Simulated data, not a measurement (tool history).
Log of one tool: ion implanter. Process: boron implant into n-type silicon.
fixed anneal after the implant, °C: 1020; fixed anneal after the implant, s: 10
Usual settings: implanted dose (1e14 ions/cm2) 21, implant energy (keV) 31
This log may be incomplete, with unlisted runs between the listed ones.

run    hour  implanted dose (1e14 ions/cm2)  implant energy (keV)  wafers since the last listed run  hours since the last dose calibration  hours since the extraction supply was calibrated  hours since the gauge calibration  read-back reference wafer on the same gauge, sheet resistance  sheet resistance of the implanted and annealed layer (ohm/square)
  1       0                              21                    31                                 0                                  702.8                                            2795.4                              106.2                                                          70.05                                                              66.77
  2    53.3                              21                    31                              1135                                  756.1                                            2848.7                              159.5                                                          70.11                                                              66.87
  3   102.2                           24.26                    36                              1042                                    805                                            2897.6                              208.4                                                          70.17                                                              59.26
  4   135.6                           24.26                    36                               711                                  838.4                                              2931                              241.8                                                          70.14                                                              59.48
  5   306.8                           24.26                    36                              3648                                 1009.6                                            3102.2                                413                                                           70.3                                                              59.49
  6     331                              21                    31                               515                                 1033.8                                            3126.4                              437.2                                                          70.35                                                              67.02
  7     381                              21                    31                              1065                                 1083.8                                            3176.4                              487.2                                                          70.36                                                              67.17
  8   431.4                           16.34                    38                              1074                                 1134.2                                            3226.8                              537.6                                                          70.44                                                              78.59
  9   486.7                           16.34                    38                              1178                                 1189.5                                            3282.1                              592.9                                                          70.57                                                              78.82
 10   536.2                           16.34                    38                              1054                                   1239                                            3331.6                              642.4                                                          70.54                                                              78.91
 11   607.8                           17.03                    31                              1525                                 1310.6                                            3403.2                                714                                                          70.65                                                              78.15
 12   666.5                           17.03                    31                              1251                                 1369.3                                            3461.9                              772.7                                                          70.84                                                              77.94
        685  -- Faraday cup replaced and dose calibrated
 13   700.8                           17.03                    31                               560                                   15.8                                            3496.2                                807                                                          70.88                                                              78.67
 14   733.5                              21                    31                               696                                   48.5                                            3528.9                              839.7                                                          70.94                                                              67.83
 15     776                              21                    31                               905                                     91                                            3571.4                              882.2                                                           71.1                                                              67.57
 16   806.1                              21                    31                               641                                  121.1                                            3601.5                              912.3                                                          71.12                                                              67.62
 17   852.3                           16.34                    38                               984                                  167.3                                            3647.7                              958.5                                                          71.27                                                              79.93
      932.5  -- gauge calibrated
       1044  -- extraction supply calibrated
 18  1060.2                              21                    36                              4260                                  375.2                                              16.2                              127.7                                                          70.23                                                              65.21
 19  1112.5                              21                    31                              1114                                  427.5                                              68.5                                180                                                          70.19                                                              67.05
 20    1164                           15.22                    40                              1097                                    479                                               120                              231.5                                                          70.28                                                               82.9
 21  1216.4                              21                    31                              1116                                  531.4                                             172.4                              283.9                                                          70.26                                                              67.05
 22  1242.1                              21                  34.5                               547                                  557.1                                             198.1                              309.6                                                          70.31                                                              65.85
 23  1292.4                           23.19                    26                              1071                                  607.4                                             248.4                              359.9                                                          70.33                                                              65.67
 24  1351.1                              21                    31                              1251                                  666.1                                             307.1                              418.6                                                          70.44                                                              67.27
 25  1419.7                           26.52                    22                              1461                                  734.7                                             375.7                              487.2                                                          70.54                                                              64.96
 26  1450.6                           17.87                    34                               658                                  765.6                                             406.6                              518.1                                                          70.61                                                              74.47
 27    1541                           23.21                  40.5                              1926                                    856                                               497                              608.5                                                          70.65                                                              60.21
 28    1581                              21                    31                               852                                    896                                               537                              648.5                                                          70.74                                                              67.59
 29  1640.5                           18.49                  41.5                              1268                                  955.5                                             596.5                                708                                                          70.84                                                              71.26
 30    1670                           26.32                    25                               628                                    985                                               626                              737.5                                                          70.88                                                              62.87
 31  1714.7                           16.53                    21                               952                                 1029.7                                             670.7                              782.2                                                          70.97                                                              84.78
 32  1747.9                           18.27                  27.5                               707                                 1062.9                                             703.9                              815.4                                                          71.04                                                              75.62
 33  1799.3                            14.9                    31                              1095                                 1114.3                                             755.3                              866.8                                                          71.17                                                              86.84

The same runs without the tool's hidden state, with the same run-to-run variation:
Hidden conditions of the tool in this case: deviation of the true dose from the Faraday cup's reading, %; deviation of the true energy from its setpoint, %; gauge reads high (%).
run  sheet resistance of the implanted and annealed layer (ohm/square)
  1                                                              66.78
  2                                                              66.86
  3                                                              59.24
  4                                                              59.43
  5                                                              59.32
  6                                                              66.81
  7                                                               66.9
  8                                                              78.21
  9                                                              78.34
 10                                                              78.35
 11                                                              77.46
 12                                                              77.12
 13                                                              77.77
 14                                                              66.99
 15                                                              66.65
 16                                                              66.63
 17                                                              78.64
 18                                                               65.1
 19                                                              66.91
 20                                                              82.71
 21                                                              66.86
 22                                                              65.65
 23                                                              65.42
 24                                                              66.96
 25                                                              64.59
 26                                                                 74
 27                                                              59.72
 28                                                              66.98
 29                                                              70.52
 30                                                              62.17
 31                                                              83.73
 32                                                              74.61
 33                                                              85.55

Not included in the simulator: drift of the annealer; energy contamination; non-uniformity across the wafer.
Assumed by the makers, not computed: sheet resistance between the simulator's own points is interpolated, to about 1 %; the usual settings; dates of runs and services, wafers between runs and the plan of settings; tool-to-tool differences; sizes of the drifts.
